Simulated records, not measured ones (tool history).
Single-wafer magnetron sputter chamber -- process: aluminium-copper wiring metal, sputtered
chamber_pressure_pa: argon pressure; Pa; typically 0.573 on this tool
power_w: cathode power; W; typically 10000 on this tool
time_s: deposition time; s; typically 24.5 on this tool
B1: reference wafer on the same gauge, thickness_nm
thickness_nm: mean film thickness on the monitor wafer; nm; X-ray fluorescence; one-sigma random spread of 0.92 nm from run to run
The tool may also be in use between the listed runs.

{"run": 1, "day": 0.0, "chamber_pressure_pa": 0.573, "power_w": 10000, "time_s": 24.5, "B1": 457.048, "thickness_nm": 391.025}
{"day": 0.196, "done": "sputter target and shields replaced"}
{"run": 2, "day": 0.617, "chamber_pressure_pa": 0.573, "power_w": 10000, "time_s": 24.5, "B1": 456.877, "thickness_nm": 399.176}
{"run": 3, "day": 1.075, "chamber_pressure_pa": 0.573, "power_w": 10000, "time_s": 24.5, "B1": 456.929, "thickness_nm": 397.668}
{"run": 4, "day": 1.579, "chamber_pressure_pa": 0.573, "power_w": 10000, "time_s": 26.6, "B1": 456.874, "thickness_nm": 431.493}
{"run": 5, "day": 2.083, "chamber_pressure_pa": 0.413, "power_w": 10000, "time_s": 24.5, "B1": 457.077, "thickness_nm": 431.673}
{"run": 6, "day": 2.604, "chamber_pressure_pa": 0.413, "power_w": 10000, "time_s": 24.5, "B1": 456.971, "thickness_nm": 429.364}
{"run": 7, "day": 3.279, "chamber_pressure_pa": 0.573, "power_w": 10000, "time_s": 24.5, "B1": 457.024, "thickness_nm": 393.536}
{"run": 8, "day": 3.788, "chamber_pressure_pa": 0.573, "power_w": 10000, "time_s": 24.5, "B1": 456.963, "thickness_nm": 393.764}
{"run": 9, "day": 4.075, "chamber_pressure_pa": 0.573, "power_w": 10000, "time_s": 24.5, "B1": 456.913, "thickness_nm": 392.21}
{"run": 10, "day": 4.733, "chamber_pressure_pa": 0.573, "power_w": 10000, "time_s": 22.0, "B1": 457.005, "thickness_nm": 351.145}
{"run": 11, "day": 5.308, "chamber_pressure_pa": 0.573, "power_w": 10000, "time_s": 22.0, "B1": 457.068, "thickness_nm": 351.446}
{"day": 5.917, "done": "magnet pack replaced"}
{"day": 5.962, "done": "gauge calibrated"}
{"run": 12, "day": 6.017, "chamber_pressure_pa": 0.573, "power_w": 10000, "time_s": 22.0, "B1": 456.919, "thickness_nm": 354.056}
{"run": 13, "day": 6.55, "chamber_pressure_pa": 0.632, "power_w": 9150, "time_s": 24.5, "B1": 456.983, "thickness_nm": 351.745}
{"run": 14, "day": 6.929, "chamber_pressure_pa": 0.632, "power_w": 9150, "time_s": 24.5, "B1": 456.989, "thickness_nm": 351.999}
{"run": 15, "day": 7.196, "chamber_pressure_pa": 0.632, "power_w": 9150, "time_s": 24.5, "B1": 456.995, "thickness_nm": 351.386}
{"run": 16, "day": 7.8, "chamber_pressure_pa": 0.573, "power_w": 10000, "time_s": 24.5, "B1": 456.857, "thickness_nm": 389.645}
{"run": 17, "day": 8.421, "chamber_pressure_pa": 0.785, "power_w": 9200, "time_s": 28.5, "B1": 456.967, "thickness_nm": 377.677}
{"run": 18, "day": 8.812, "chamber_pressure_pa": 0.403, "power_w": 11400, "time_s": 21.9, "B1": 457.152, "thickness_nm": 430.82}
{"run": 19, "day": 9.121, "chamber_pressure_pa": 0.797, "power_w": 8200, "time_s": 28.4, "B1": 456.995, "thickness_nm": 337.128}
{"run": 20, "day": 9.588, "chamber_pressure_pa": 0.573, "power_w": 10000, "time_s": 22.5, "B1": 456.995, "thickness_nm": 358.504}
{"day": 10.208, "done": "capacitance manometer re-zeroed and calibrated"}
{"run": 21, "day": 10.271, "chamber_pressure_pa": 0.441, "power_w": 11350, "time_s": 22.1, "B1": 456.959, "thickness_nm": 424.106}
{"run": 22, "day": 11.446, "chamber_pressure_pa": 0.573, "power_w": 10000, "time_s": 24.5, "B1": 456.871, "thickness_nm": 389.931}
{"run": 23, "day": 12.183, "chamber_pressure_pa": 0.573, "power_w": 8000, "time_s": 22.0, "B1": 456.993, "thickness_nm": 288.037}
{"run": 24, "day": 12.817, "chamber_pressure_pa": 0.461, "power_w": 10000, "time_s": 24.5, "B1": 456.89, "thickness_nm": 414.324}
{"run": 25, "day": 13.079, "chamber_pressure_pa": 0.669, "power_w": 11150, "time_s": 26.6, "B1": 456.935, "thickness_nm": 444.264}
{"day": 13.538, "done": "sputter target and shields replaced"}
{"run": 26, "day": 13.554, "chamber_pressure_pa": 0.412, "power_w": 12150, "time_s": 24.5, "B1": 457.083, "thickness_nm": 521.472}
{"run": 27, "day": 13.85, "chamber_pressure_pa": 0.573, "power_w": 10000, "time_s": 24.5, "B1": 456.735, "thickness_nm": 400.992}
{"run": 28, "day": 14.579, "chamber_pressure_pa": 0.573, "power_w": 11150, "time_s": 24.5, "B1": 457.083, "thickness_nm": 440.865}
{"run": 29, "day": 14.988, "chamber_pressure_pa": 0.573, "power_w": 10000, "time_s": 24.5, "B1": 456.805, "thickness_nm": 398.349}
{"day": 15.446, "done": "gauge calibrated"}
{"run": 30, "day": 15.467, "chamber_pressure_pa": 0.633, "power_w": 8000, "time_s": 29.0, "B1": 456.992, "thickness_nm": 373.244}
{"run": 31, "day": 15.767, "chamber_pressure_pa": 0.417, "power_w": 10000, "time_s": 26.8, "B1": 456.975, "thickness_nm": 473.848}
{"run": 32, "day": 16.479, "chamber_pressure_pa": 0.573, "power_w": 7700, "time_s": 28.6, "B1": 456.916, "thickness_nm": 367.376}
{"run": 33, "day": 17.108, "chamber_pressure_pa": 0.442, "power_w": 7800, "time_s": 26.1, "B1": 456.971, "thickness_nm": 363.958}

Below are 4 alternative next runs, each starting from the tool's condition after run 33. Predict each:
{"run": "A", "day": 17.125, "chamber_pressure_pa": 0.573, "power_w": 10000, "time_s": 21.2, "B1": "?", "thickness_nm": "?"}
{"run": "B", "day": 17.125, "chamber_pressure_pa": 0.788, "power_w": 8550, "time_s": 22.7, "B1": "?", "thickness_nm": "?"}
{"run": "C", "day": 17.125, "chamber_pressure_pa": 0.573, "power_w": 10000, "time_s": 20.4, "B1": "?", "thickness_nm": "?"}
{"run": "D", "day": 17.125, "chamber_pressure_pa": 0.469, "power_w": 11200, "time_s": 24.5, "B1": "?", "thickness_nm": "?"}

run=A B1=456.896 thickness_nm=339.813
run=B B1=456.896 thickness_nm=282.982
run=C B1=456.896 thickness_nm=326.990
run=D B1=456.896 thickness_nm=460.088
What these runs would have given with no unlogged condition in the tool:
run=A thickness_nm=345.570
run=B thickness_nm=287.777
run=C thickness_nm=332.530
run=D thickness_nm=467.882
